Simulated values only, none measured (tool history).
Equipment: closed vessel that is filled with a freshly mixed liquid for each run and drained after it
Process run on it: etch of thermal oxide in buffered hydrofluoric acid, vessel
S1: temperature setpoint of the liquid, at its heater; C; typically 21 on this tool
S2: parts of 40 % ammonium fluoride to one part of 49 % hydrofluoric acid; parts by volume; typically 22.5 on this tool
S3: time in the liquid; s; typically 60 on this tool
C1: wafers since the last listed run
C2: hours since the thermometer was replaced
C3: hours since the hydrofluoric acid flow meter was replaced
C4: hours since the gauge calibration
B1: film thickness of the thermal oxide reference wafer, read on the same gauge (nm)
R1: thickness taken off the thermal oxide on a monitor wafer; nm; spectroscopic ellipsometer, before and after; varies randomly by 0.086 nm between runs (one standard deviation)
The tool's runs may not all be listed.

run 1 hour=0 | S1=21 S2=22.5 S3=75 | C1=0 C2=603.4 C3=1298.3 C4=535.4 | B1=139.96 | R1=36.69
run 2 hour=14 | S1=21 S2=22.5 S3=75 | C1=1356 C2=617.4 C3=1312.3 C4=549.4 | B1=140 | R1=36.94
-- hour=82.4 thermometer replaced
run 3 hour=101.8 | S1=21 S2=22.5 S3=60 | C1=8412 C2=19.4 C3=1400.1 C4=637.2 | B1=139.97 | R1=28.36
run 4 hour=116.5 | S1=21 S2=22.5 S3=60 | C1=1424 C2=34.1 C3=1414.8 C4=651.9 | B1=140.02 | R1=28.36
run 5 hour=128.9 | S1=21 S2=22.5 S3=60 | C1=1201 C2=46.5 C3=1427.2 C4=664.3 | B1=139.98 | R1=28.49
run 6 hour=164.5 | S1=21 S2=22.5 S3=60 | C1=3450 C2=82.1 C3=1462.8 C4=699.9 | B1=140.03 | R1=28.57
run 7 hour=198.9 | S1=21 S2=22.5 S3=60 | C1=3333 C2=116.5 C3=1497.2 C4=734.3 | B1=140.02 | R1=28.45
run 8 hour=231.9 | S1=21 S2=22.5 S3=60 | C1=3198 C2=149.5 C3=1530.2 C4=767.3 | B1=140 | R1=28.77
run 9 hour=283.1 | S1=21 S2=22.5 S3=40 | C1=4962 C2=200.7 C3=1581.4 C4=818.5 | B1=139.98 | R1=19.14
run 10 hour=376.7 | S1=21 S2=22.5 S3=40 | C1=9071 C2=294.3 C3=1675 C4=912.1 | B1=140.02 | R1=19.31
run 11 hour=408.7 | S1=21 S2=22.5 S3=40 | C1=3101 C2=326.3 C3=1707 C4=944.1 | B1=139.99 | R1=19.26
run 12 hour=442.3 | S1=21 S2=22.5 S3=60 | C1=3256 C2=359.9 C3=1740.6 C4=977.7 | B1=140.04 | R1=28.94
run 13 hour=458.7 | S1=21 S2=22.5 S3=60 | C1=1589 C2=376.3 C3=1757 C4=994.1 | B1=140.02 | R1=28.87
run 14 hour=471.1 | S1=21 S2=22.5 S3=60 | C1=1201 C2=388.7 C3=1769.4 C4=1006.5 | B1=139.94 | R1=29.21
-- hour=554.5 gauge calibrated
run 15 hour=573.7 | S1=21 S2=28 S3=60 | C1=9943 C2=491.3 C3=1872 C4=19.2 | B1=140 | R1=25.09
-- hour=584 hydrofluoric acid flow meter replaced
run 16 hour=605.8 | S1=21 S2=22.5 S3=60 | C1=3014 C2=523.4 C3=21.8 C4=51.3 | B1=140.01 | R1=29.24
run 17 hour=624.5 | S1=21 S2=22.5 S3=60 | C1=1812 C2=542.1 C3=40.5 C4=70 | B1=140.02 | R1=29.13
run 18 hour=645.9 | S1=21 S2=22.5 S3=80 | C1=2074 C2=563.5 C3=61.9 C4=91.4 | B1=139.98 | R1=39.19
run 19 hour=679.7 | S1=21 S2=19 S3=45 | C1=3275 C2=597.3 C3=95.7 C4=125.2 | B1=139.97 | R1=25.19
run 20 hour=705.9 | S1=21 S2=14.5 S3=60 | C1=2539 C2=623.5 C3=121.9 C4=151.4 | B1=140.01 | R1=43.96
-- hour=728.8 thermometer replaced
run 21 hour=734.8 | S1=22.5 S2=18.5 S3=90 | C1=2704 C2=6 C3=150.8 C4=180.3 | B1=139.99 | R1=54.45
run 22 hour=825.9 | S1=21 S2=22.5 S3=60 | C1=8829 C2=97.1 C3=241.9 C4=271.4 | B1=139.97 | R1=28.66
run 23 hour=849.5 | S1=21 S2=22.5 S3=90 | C1=2287 C2=120.7 C3=265.5 C4=295 | B1=140.02 | R1=42.88
run 24 hour=868.1 | S1=17.5 S2=30 S3=75 | C1=1802 C2=139.3 C3=284.1 C4=313.6 | B1=140.01 | R1=24.13
run 25 hour=885 | S1=17 S2=15 S3=85 | C1=1637 C2=156.2 C3=301 C4=330.5 | B1=139.98 | R1=47.02
run 26 hour=915.6 | S1=25 S2=20 S3=90 | C1=2965 C2=186.8 C3=331.6 C4=361.1 | B1=139.98 | R1=58.43
run 27 hour=937.9 | S1=21 S2=22.5 S3=60 | C1=2161 C2=209.1 C3=353.9 C4=383.4 | B1=140.02 | R1=29.01
run 28 hour=961.3 | S1=21 S2=22.5 S3=60 | C1=2267 C2=232.5 C3=377.3 C4=406.8 | B1=140.03 | R1=28.92
run 29 hour=987.2 | S1=21 S2=22.5 S3=30 | C1=2510 C2=258.4 C3=403.2 C4=432.7 | B1=139.99 | R1=14.47
run 30 hour=1003.8 | S1=26 S2=16.5 S3=60 | C1=1608 C2=275 C3=419.8 C4=449.3 | B1=140 | R1=50.09
run 31 hour=1029.7 | S1=19.5 S2=22.5 S3=60 | C1=2510 C2=300.9 C3=445.7 C4=475.2 | B1=139.94 | R1=26.45
run 32 hour=1063.1 | S1=21 S2=18 S3=45 | C1=3237 C2=334.3 C3=479.1 C4=508.6 | B1=140.01 | R1=26.09
run 33 hour=1142.5 | S1=21 S2=22.5 S3=60 | C1=7695 C2=413.7 C3=558.5 C4=588 | B1=139.97 | R1=29.17

Alternative continuations, all from the tool just after run 33; predict every row:
run A hour=1143.2 | S1=23 S2=22.5 S3=60 | C1=67 C2=414.4 C3=559.2 C4=588.7 | B1=? | R1=?
run B hour=1143.2 | S1=19 S2=14.5 S3=85 | C1=67 C2=414.4 C3=559.2 C4=588.7 | B1=? | R1=?
run C hour=1143.2 | S1=23.5 S2=30 S3=60 | C1=67 C2=414.4 C3=559.2 C4=588.7 | B1=? | R1=?
run D hour=1143.2 | S1=21 S2=30 S3=60 | C1=67 C2=414.4 C3=559.2 C4=588.7 | B1=? | R1=?

run=A B1=140.04 R1=32.54
run=B B1=140.04 R1=54.95
run=C B1=140.04 R1=27.44
run=D B1=140.04 R1=23.88
Had the tool no hidden state, the same runs would have come out as:
run=A R1=31.81
run=B R1=53.69
run=C R1=26.82
run=D R1=23.34
